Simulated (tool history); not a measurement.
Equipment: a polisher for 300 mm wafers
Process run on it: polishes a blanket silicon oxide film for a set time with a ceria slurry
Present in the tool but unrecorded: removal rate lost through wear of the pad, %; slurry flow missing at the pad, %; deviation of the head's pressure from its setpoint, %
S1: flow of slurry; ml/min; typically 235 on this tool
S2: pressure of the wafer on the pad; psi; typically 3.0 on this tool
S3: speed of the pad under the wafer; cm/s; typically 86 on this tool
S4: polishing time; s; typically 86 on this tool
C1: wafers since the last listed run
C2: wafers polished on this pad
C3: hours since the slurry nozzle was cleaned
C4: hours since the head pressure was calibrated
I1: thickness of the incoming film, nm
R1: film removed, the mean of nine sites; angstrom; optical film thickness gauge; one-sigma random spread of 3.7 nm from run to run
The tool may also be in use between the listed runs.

| run | hour | S1 | S2 | S3 | S4 | C1 | C2 | C3 | C4 | I1 | R1 |
|---|---|---|---|---|---|---|---|---|---|---|---|
| 1 | 0.0 | 235 | 3.0 | 86 | 74 | 0 | 531 | 72.9 | 676.7 | 1008.0 | 2728 |
| 2 | 22.9 | 235 | 3.0 | 86 | 74 | 218 | 750 | 95.8 | 699.6 | 992.3 | 2646 |
| 3 | 36.3 | 235 | 3.0 | 86 | 86 | 127 | 878 | 109.2 | 713.0 | 975.9 | 3084 |
|  | 60.3 | worn pad replaced by a new one |
| 4 | 60.8 | 235 | 3.0 | 86 | 86 | 195 | 4 | 133.7 | 737.5 | 968.4 | 3225 |
| 5 | 107.0 | 235 | 3.0 | 86 | 86 | 441 | 445 | 179.9 | 783.7 | 990.8 | 3110 |
| 6 | 140.6 | 235 | 3.0 | 86 | 86 | 320 | 766 | 213.5 | 817.3 | 993.3 | 3021 |
| 7 | 153.5 | 235 | 3.0 | 86 | 86 | 123 | 889 | 226.4 | 830.2 | 984.2 | 3038 |
|  | 207.2 | worn pad replaced by a new one |
| 8 | 255.9 | 235 | 3.0 | 86 | 86 | 939 | 464 | 328.8 | 932.6 | 990.7 | 3069 |
| 9 | 283.0 | 235 | 3.0 | 86 | 75 | 258 | 723 | 355.9 | 959.7 | 977.8 | 2578 |
| 10 | 304.4 | 235 | 3.4 | 86 | 86 | 204 | 927 | 377.3 | 981.1 | 988.1 | 3380 |
| 11 | 329.2 | 235 | 3.4 | 86 | 86 | 236 | 1164 | 402.1 | 1005.9 | 985.4 | 3221 |
|  | 354.5 | worn pad replaced by a new one |
| 12 | 401.3 | 165 | 3.0 | 86 | 66 | 650 | 446 | 474.2 | 1078.0 | 987.9 | 2223 |
|  | 404.5 | slurry nozzle cleaned |
| 13 | 421.8 | 300 | 4.0 | 74 | 105 | 186 | 632 | 17.3 | 1098.5 | 997.2 | 4599 |
| 14 | 437.9 | 235 | 3.0 | 86 | 86 | 153 | 786 | 33.4 | 1114.6 | 993.4 | 3035 |
| 15 | 456.5 | 235 | 3.0 | 78 | 86 | 177 | 963 | 52.0 | 1133.2 | 982.0 | 2750 |
|  | 470.8 | worn pad replaced by a new one |
| 16 | 478.2 | 260 | 2.2 | 86 | 101 | 168 | 70 | 73.7 | 1154.9 | 984.8 | 2666 |
| 17 | 496.1 | 235 | 3.0 | 76 | 104 | 170 | 241 | 91.6 | 1172.8 | 990.4 | 3504 |
|  | 506.4 | head pressure recalibrated |
| 18 | 525.5 | 160 | 2.1 | 86 | 109 | 261 | 503 | 121.0 | 19.1 | 993.8 | 2782 |
| 19 | 545.4 | 235 | 3.0 | 86 | 86 | 189 | 693 | 140.9 | 39.0 | 970.3 | 3204 |
| 20 | 572.2 | 180 | 2.7 | 58 | 103 | 255 | 948 | 167.7 | 65.8 | 981.0 | 2608 |
| 21 | 594.4 | 285 | 3.8 | 98 | 86 | 211 | 1160 | 189.9 | 88.0 | 995.4 | 4349 |
|  | 609.8 | worn pad replaced by a new one |
| 22 | 629.5 | 235 | 3.0 | 68 | 86 | 296 | 188 | 225.0 | 123.1 | 979.7 | 3000 |

The next listed run, before its measurement:
| 23 | 659.6 | 160 | 2.1 | 86 | 109 | 287 | 475 | 255.1 | 153.2 | 981.9 | ? |

{"run 23": {"R1": 2806}}
With no hidden state in the tool, this same run would have given R1 2946 angstrom.

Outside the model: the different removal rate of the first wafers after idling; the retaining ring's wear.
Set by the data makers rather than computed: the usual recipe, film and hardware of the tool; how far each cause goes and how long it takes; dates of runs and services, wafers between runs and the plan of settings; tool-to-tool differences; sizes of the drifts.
